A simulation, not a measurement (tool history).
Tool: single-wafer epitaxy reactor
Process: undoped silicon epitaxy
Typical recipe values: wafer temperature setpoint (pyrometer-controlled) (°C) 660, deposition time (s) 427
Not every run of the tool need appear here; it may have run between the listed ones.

run      day  wafer temperature setpoint (pyrometer-controlled) (°C)  deposition time (s)  read-back reference wafer on the same gauge, thickness_nm  mean film thickness on the monitor wafer (nm)
  1        0                                                     666                  427                                                     79.063                                         90.884
  2    3.075                                                     666                  427                                                     79.284                                         90.829
  3   12.588                                                     660                  427                                                     79.123                                         79.572
  4   15.696                                                     660                  427                                                     78.997                                         78.744
  5    19.55                                                     660                  427                                                     79.092                                         78.542
  6    23.35                                                     660                  427                                                     79.197                                         79.131
  7   27.571                                                     664                  463                                                     79.049                                         93.488
  8   32.033                                                     660                  374                                                     79.265                                         69.283
  9   34.888                                                     660                  374                                                     79.093                                         68.979
 10   36.429                                                     660                  374                                                     79.284                                         68.758
 11   40.662                                                     660                  427                                                     79.181                                         78.651
 12   42.862                                                     660                  427                                                      79.05                                         78.184
 13   45.712                                                     660                  427                                                     79.155                                         78.198
 14   48.475                                                     660                  493                                                     79.163                                         90.866
 15   51.617                                                     660                  493                                                     79.115                                         90.332
 16   55.038                                                     660                  493                                                     79.005                                         90.789
 17   58.346                                                     660                  427                                                     79.225                                         78.895
 18   60.154                                                     660                  427                                                     79.034                                         79.072
 19   61.733                                                     660                  427                                                     78.958                                         78.534
 20    64.25                                                     653                  508                                                     78.995                                          79.14
 21   67.821                                                     660                  427                                                     79.185                                         78.553
 22   69.371                                                     656                  355                                                     79.145                                         59.232
 23   71.458                                                     673                  378                                                     79.098                                         92.328
 24   73.492                                                     664                  484                                                     79.009                                         97.052
 25   75.021                                                     651                  449                                                     79.044                                         67.745
 26   77.758                                                     649                  453                                                     79.044                                         64.641
 27   80.071                                                     675                  348                                                     79.007                                         89.296
 28   84.292                                                     647                  361                                                     79.163                                         51.597
 29   86.067                                                     660                  427                                                      79.08                                         82.057
 30   88.612                                                     675                  348                                                     79.031                                          92.67
 31   91.279                                                     654                  364                                                     78.978                                         60.679
 32   95.321                                                     660                  427                                                     79.029                                         81.066
 33   99.679                                                     660                  427                                                     79.101                                         81.062
 34  103.267                                                     646                  350                                                     79.051                                          48.02
 35  106.471                                                     655                  427                                                     78.936                                         71.653
 36  110.825                                                     660                  493                                                     79.044                                         92.494
 37  113.608                                                     660                  427                                                     79.048                                         79.788
 38  117.229                                                     660                  377                                                     79.048                                         70.588
 39  119.546                                                     653                  381                                                     79.218                                         61.324

Removed from this log: 3 entries logged between the listed runs. Between which two listed runs does each belong, and how does the tool's hidden state at the listed run before it compare with that at the listed run after it?
Between runs 12 and 13: gauge calibrated (day 43.012)
  wafer temperature above the value expected at the setpoint (K): -1.91 -> -1.92
  measured minus no-state result, mean film thickness on the monitor wafer (nm): -3.414 -> -3.442
Between runs 27 and 28: pyrometer calibrated (day 80.65)
  wafer temperature above the value expected at the setpoint (K): -2.03 -> -0.0647
  measured minus no-state result, mean film thickness on the monitor wafer (nm): -4.019 -> -0.077
Between runs 34 and 35: gauge calibrated (day 105.762)
  wafer temperature above the value expected at the setpoint (K): -0.795 -> -0.884
  measured minus no-state result, mean film thickness on the monitor wafer (nm): -0.892 -> -1.45
